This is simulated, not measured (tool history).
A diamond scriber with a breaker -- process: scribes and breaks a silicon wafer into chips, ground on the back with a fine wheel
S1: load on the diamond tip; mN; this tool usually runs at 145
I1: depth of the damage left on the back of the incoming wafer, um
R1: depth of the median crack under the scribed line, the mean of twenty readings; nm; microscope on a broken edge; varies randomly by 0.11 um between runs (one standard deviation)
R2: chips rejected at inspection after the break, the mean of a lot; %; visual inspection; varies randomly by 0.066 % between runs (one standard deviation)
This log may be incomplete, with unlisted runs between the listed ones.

run	hour	S1	I1	R1	R2
1	0.0	145	2.86	9420	3.17
2	16.0	145	2.09	9410	1.70
3	28.4	116	2.71	8360	8.48
4	36.6	116	2.25	8300	6.99
5	46.4	145	2.89	9360	3.12
6	62.9	145	1.87	9380	1.50
7	75.9	145	2.50	9500	2.38
8	84.7	145	2.32	9390	2.19
9	98.2	145	2.56	9320	2.50
10	111.9	145	2.62	9170	2.48
11	129.2	145	1.75	9430	1.41
12	144.8	145	2.80	9330	3.44
13	151.7	121	1.91	8250	5.53
# hour 156.3: diamond tip replaced by a new one
14	166.4	121	2.42	9220	2.61
15	176.7	121	1.60	9100	1.55
16	192.8	145	2.08	10220	1.69
17	204.9	175	2.74	11530	6.32
18	211.5	145	1.96	10380	1.82
19	226.4	108	2.72	8610	5.20
20	232.8	160	2.21	10860	3.83
# hour 245.7: load on the tip recalibrated
21	285.8	114	2.01	8260	6.01
22	293.9	172	2.44	10300	2.68
23	309.1	187	2.52	11000	4.88
24	319.8	145	1.75	9480	1.13
25	330.4	110	2.36	8120	8.20
26	342.4	171	2.01	10740	2.28
27	396.0	157	2.66	9950	2.30
28	409.6	133	2.13	8770	2.57
29	419.5	145	1.73	9640	1.07
30	426.0	109	1.86	7890	7.43
31	436.8	145	2.60	9760	2.31
32	445.0	111	2.20	8200	8.37

Branching from run 32: 5 alternative next runs. What would each branch give?
A	445.5	189	1.93	?	?
B	445.5	120	1.93	?	?
C	445.5	168	1.93	?	?
D	445.5	173	1.93	?	?
E	445.5	130	1.93	?	?

run	R1	R2
A	11100	4.49
B	8500	4.71
C	10340	1.95
D	10520	2.41
E	8900	2.77
Take away the tool's hidden state, keep each run's random variation, and the runs would have read:
run	R1	R2
A	11330	5.59
B	8680	3.72
C	10560	2.52
D	10750	3.11
E	9090	2.14
